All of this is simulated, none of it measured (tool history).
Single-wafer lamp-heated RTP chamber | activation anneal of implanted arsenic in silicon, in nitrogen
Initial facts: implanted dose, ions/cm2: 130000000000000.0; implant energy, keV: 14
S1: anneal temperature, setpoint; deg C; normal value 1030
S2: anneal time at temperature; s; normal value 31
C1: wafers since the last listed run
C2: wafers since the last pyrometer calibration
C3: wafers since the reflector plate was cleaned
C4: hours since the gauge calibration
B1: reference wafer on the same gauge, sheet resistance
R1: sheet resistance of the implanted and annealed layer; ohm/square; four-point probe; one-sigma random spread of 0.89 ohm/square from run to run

{"run": 1, "day": 0.0, "S1": 1030, "S2": 31, "C1": 0, "C2": 3753, "C3": 4969, "C4": 292.4, "B1": 639.94, "R1": 591.6}
{"day": 1.658, "done": "reflector plate cleaned"}
{"run": 2, "day": 1.679, "S1": 1030, "S2": 31, "C1": 632, "C2": 4386, "C3": 8, "C4": 332.7, "B1": 639.97, "R1": 592.0}
{"run": 3, "day": 4.067, "S1": 1030, "S2": 31, "C1": 1122, "C2": 5508, "C3": 1131, "C4": 390.0, "B1": 640.17, "R1": 591.38}
{"run": 4, "day": 6.633, "S1": 1030, "S2": 41, "C1": 1206, "C2": 6715, "C3": 2338, "C4": 451.6, "B1": 639.74, "R1": 586.25}
{"day": 7.217, "done": "pyrometer window cleaned and pyrometer calibrated"}
{"run": 5, "day": 9.512, "S1": 1030, "S2": 41, "C1": 1196, "C2": 1079, "C3": 3535, "C4": 520.7, "B1": 640.2, "R1": 588.04}
{"day": 15.958, "done": "reflector plate cleaned"}
{"run": 6, "day": 16.988, "S1": 1030, "S2": 31, "C1": 3357, "C2": 4437, "C3": 484, "C4": 700.1, "B1": 640.01, "R1": 591.09}
{"run": 7, "day": 18.508, "S1": 1030, "S2": 31, "C1": 715, "C2": 5152, "C3": 1199, "C4": 736.6, "B1": 639.99, "R1": 590.12}
{"day": 20.412, "done": "pyrometer window cleaned and pyrometer calibrated"}
{"run": 8, "day": 20.433, "S1": 1030, "S2": 31, "C1": 748, "C2": 10, "C3": 1947, "C4": 782.8, "B1": 639.55, "R1": 589.34}
{"run": 9, "day": 21.758, "S1": 1030, "S2": 23, "C1": 622, "C2": 633, "C3": 2570, "C4": 814.6, "B1": 639.73, "R1": 593.44}
{"run": 10, "day": 23.475, "S1": 1030, "S2": 31, "C1": 807, "C2": 1440, "C3": 3377, "C4": 855.8, "B1": 639.83, "R1": 589.61}
{"run": 11, "day": 25.146, "S1": 1030, "S2": 31, "C1": 785, "C2": 2226, "C3": 4163, "C4": 895.9, "B1": 639.87, "R1": 589.26}
{"run": 12, "day": 27.362, "S1": 1030, "S2": 31, "C1": 1042, "C2": 3268, "C3": 5205, "C4": 949.1, "B1": 639.73, "R1": 589.62}
{"day": 29.788, "done": "reflector plate cleaned"}
{"run": 13, "day": 29.808, "S1": 1030, "S2": 20, "C1": 993, "C2": 4261, "C3": 9, "C4": 1007.8, "B1": 640.11, "R1": 592.85}
{"run": 14, "day": 31.496, "S1": 1030, "S2": 20, "C1": 793, "C2": 5055, "C3": 802, "C4": 1048.3, "B1": 639.87, "R1": 594.61}
{"run": 15, "day": 33.108, "S1": 1016, "S2": 31, "C1": 758, "C2": 5813, "C3": 1560, "C4": 1087.0, "B1": 640.32, "R1": 594.07}
{"run": 16, "day": 35.038, "S1": 1016, "S2": 31, "C1": 907, "C2": 6720, "C3": 2467, "C4": 1133.3, "B1": 639.71, "R1": 591.27}
{"day": 35.412, "done": "gauge calibrated"}
{"day": 35.775, "done": "pyrometer window cleaned and pyrometer calibrated, repeated, since the last time left the tool worse"}
{"run": 17, "day": 37.792, "S1": 1016, "S2": 31, "C1": 1138, "C2": 948, "C3": 3606, "C4": 57.1, "B1": 640.12, "R1": 595.33}
{"run": 18, "day": 39.017, "S1": 1002, "S2": 31, "C1": 575, "C2": 1524, "C3": 4182, "C4": 86.5, "B1": 639.77, "R1": 600.49}
{"run": 19, "day": 40.5, "S1": 1010, "S2": 14, "C1": 697, "C2": 2221, "C3": 4879, "C4": 122.1, "B1": 640.4, "R1": 602.3}
{"run": 20, "day": 42.454, "S1": 1030, "S2": 26, "C1": 918, "C2": 3140, "C3": 5798, "C4": 169.0, "B1": 640.14, "R1": 592.78}
{"day": 44.546, "done": "reflector plate cleaned"}
{"run": 21, "day": 44.567, "S1": 1030, "S2": 31, "C1": 836, "C2": 3976, "C3": 9, "C4": 219.7, "B1": 639.97, "R1": 591.11}
{"run": 22, "day": 46.146, "S1": 1030, "S2": 31, "C1": 742, "C2": 4719, "C3": 751, "C4": 257.6, "B1": 639.74, "R1": 590.07}
{"run": 23, "day": 47.525, "S1": 1002, "S2": 48, "C1": 648, "C2": 5367, "C3": 1400, "C4": 290.7, "B1": 639.73, "R1": 593.28}
{"day": 48.929, "done": "pyrometer window cleaned and pyrometer calibrated"}
{"run": 24, "day": 49.338, "S1": 1030, "S2": 31, "C1": 695, "C2": 191, "C3": 2095, "C4": 334.2, "B1": 639.96, "R1": 593.45}
{"run": 25, "day": 51.4, "S1": 1030, "S2": 37, "C1": 969, "C2": 1161, "C3": 3065, "C4": 383.7, "B1": 640.05, "R1": 590.82}
{"run": 26, "day": 53.712, "S1": 1030, "S2": 31, "C1": 1087, "C2": 2248, "C3": 4152, "C4": 439.2, "B1": 639.71, "R1": 593.47}
{"run": 27, "day": 55.138, "S1": 1017, "S2": 23, "C1": 670, "C2": 2918, "C3": 4822, "C4": 473.4, "B1": 639.91, "R1": 598.04}
{"run": 28, "day": 56.429, "S1": 1016, "S2": 41, "C1": 607, "C2": 3526, "C3": 5430, "C4": 504.4, "B1": 639.87, "R1": 593.58}
{"run": 29, "day": 57.6, "S1": 1030, "S2": 31, "C1": 550, "C2": 4076, "C3": 5980, "C4": 532.5, "B1": 639.86, "R1": 591.11}
{"day": 58.512, "done": "reflector plate cleaned"}
{"run": 30, "day": 62.883, "S1": 1017, "S2": 25, "C1": 2327, "C2": 6404, "C3": 2054, "C4": 659.3, "B1": 639.99, "R1": 595.27}
{"day": 64.138, "done": "pyrometer window cleaned and pyrometer calibrated"}
{"run": 31, "day": 64.717, "S1": 1049, "S2": 45, "C1": 705, "C2": 272, "C3": 2760, "C4": 703.3, "B1": 640.29, "R1": 578.43}
{"run": 32, "day": 67.062, "S1": 1055, "S2": 45, "C1": 1102, "C2": 1375, "C3": 3863, "C4": 759.6, "B1": 639.96, "R1": 575.06}
{"run": 33, "day": 68.758, "S1": 1044, "S2": 22, "C1": 797, "C2": 2173, "C3": 4660, "C4": 800.3, "B1": 640.29, "R1": 594.29}
{"day": 70.775, "done": "reflector plate cleaned"}
{"run": 34, "day": 71.967, "S1": 1019, "S2": 18, "C1": 1351, "C2": 3525, "C3": 559, "C4": 877.3, "B1": 640.22, "R1": 598.79}

Below are 4 alternative next runs, each starting from the tool's condition after run 34. Predict each:
{"run": "A", "day": 71.983, "S1": 1030, "S2": 39, "C1": 7, "C2": 3532, "C3": 567, "C4": 877.7, "B1": "?", "R1": "?"}
{"run": "B", "day": 71.983, "S1": 1008, "S2": 31, "C1": 7, "C2": 3532, "C3": 567, "C4": 877.7, "B1": "?", "R1": "?"}
{"run": "C", "day": 71.983, "S1": 1030, "S2": 36, "C1": 7, "C2": 3532, "C3": 567, "C4": 877.7, "B1": "?", "R1": "?"}
{"run": "D", "day": 71.983, "S1": 1003, "S2": 42, "C1": 7, "C2": 3532, "C3": 567, "C4": 877.7, "B1": "?", "R1": "?"}

run=A B1=640.01 R1=589.33
run=B B1=640.01 R1=597.74
run=C B1=640.01 R1=590.47
run=D B1=640.01 R1=595.98
Stripped of hidden state, with their random variation kept, the same runs would have yielded:
run=A R1=590.04
run=B R1=598.13
run=C R1=591.15
run=D R1=596.42
